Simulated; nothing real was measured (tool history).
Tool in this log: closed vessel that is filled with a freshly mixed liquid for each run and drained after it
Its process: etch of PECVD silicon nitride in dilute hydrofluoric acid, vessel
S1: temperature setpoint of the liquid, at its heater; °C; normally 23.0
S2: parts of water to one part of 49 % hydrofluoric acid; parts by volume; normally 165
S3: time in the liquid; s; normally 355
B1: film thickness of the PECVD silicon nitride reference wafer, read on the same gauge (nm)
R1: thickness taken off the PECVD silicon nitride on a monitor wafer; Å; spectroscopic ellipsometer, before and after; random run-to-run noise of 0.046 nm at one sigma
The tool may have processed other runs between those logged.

run 1 day=0.000 | S1=23.0 S2=165 S3=355 | B1=50.02 | R1=80.6
run 2 day=0.717 | S1=23.0 S2=165 S3=355 | B1=50.01 | R1=80.3
run 3 day=0.967 | S1=23.0 S2=165 S3=355 | B1=49.99 | R1=81.0
run 4 day=1.692 | S1=23.0 S2=220 S3=355 | B1=49.98 | R1=60.9
run 5 day=2.038 | S1=23.0 S2=220 S3=355 | B1=50.01 | R1=61.2
run 6 day=2.550 | S1=23.0 S2=165 S3=355 | B1=49.99 | R1=81.4
run 7 day=2.858 | S1=23.0 S2=165 S3=355 | B1=50.02 | R1=80.8
run 8 day=3.225 | S1=23.0 S2=165 S3=355 | B1=50.00 | R1=81.1
run 9 day=3.688 | S1=23.0 S2=165 S3=355 | B1=49.99 | R1=82.3
run 10 day=4.200 | S1=23.0 S2=165 S3=355 | B1=50.02 | R1=82.9
run 11 day=4.904 | S1=23.0 S2=165 S3=355 | B1=49.98 | R1=83.0
run 12 day=5.533 | S1=23.0 S2=165 S3=355 | B1=49.99 | R1=82.8
run 13 day=6.083 | S1=23.0 S2=165 S3=355 | B1=50.00 | R1=82.7
run 14 day=6.700 | S1=26.5 S2=230 S3=300 | B1=50.00 | R1=62.2
-- day=7.092 hydrofluoric acid flow meter replaced
run 15 day=8.488 | S1=23.0 S2=165 S3=355 | B1=50.00 | R1=77.5
-- day=8.933 thermometer replaced
run 16 day=9.142 | S1=21.0 S2=120 S3=495 | B1=49.97 | R1=106.7
run 17 day=9.567 | S1=18.5 S2=235 S3=355 | B1=50.01 | R1=33.7
run 18 day=9.921 | S1=25.5 S2=135 S3=215 | B1=50.00 | R1=56.0
run 19 day=10.308 | S1=20.5 S2=165 S3=225 | B1=50.00 | R1=34.2
-- day=10.717 gauge calibrated
run 20 day=10.829 | S1=19.5 S2=110 S3=260 | B1=49.98 | R1=55.4
run 21 day=11.450 | S1=25.0 S2=165 S3=430 | B1=50.00 | R1=88.1
run 22 day=11.900 | S1=23.0 S2=145 S3=355 | B1=49.99 | R1=73.6
run 23 day=12.633 | S1=21.5 S2=210 S3=355 | B1=50.01 | R1=46.7
run 24 day=12.908 | S1=23.0 S2=125 S3=165 | B1=49.99 | R1=39.2
run 25 day=13.525 | S1=23.0 S2=145 S3=355 | B1=50.00 | R1=74.7
run 26 day=13.908 | S1=19.5 S2=240 S3=355 | B1=49.99 | R1=35.5

Here are 3 independent what-if runs from the current tool condition. What would each one return?
run A day=13.938 | S1=23.0 S2=165 S3=355 | B1=? | R1=?
run B day=13.938 | S1=27.0 S2=165 S3=425 | B1=? | R1=?
run C day=13.938 | S1=20.0 S2=165 S3=490 | B1=? | R1=?

run=A B1=49.97 R1=65.5
run=B B1=49.97 R1=101.1
run=C B1=49.97 R1=74.3
With the hidden condition removed and each run's random variation left untouched, the same runs would have given:
run=A R1=62.9
run=B R1=97.1
run=C R1=71.3
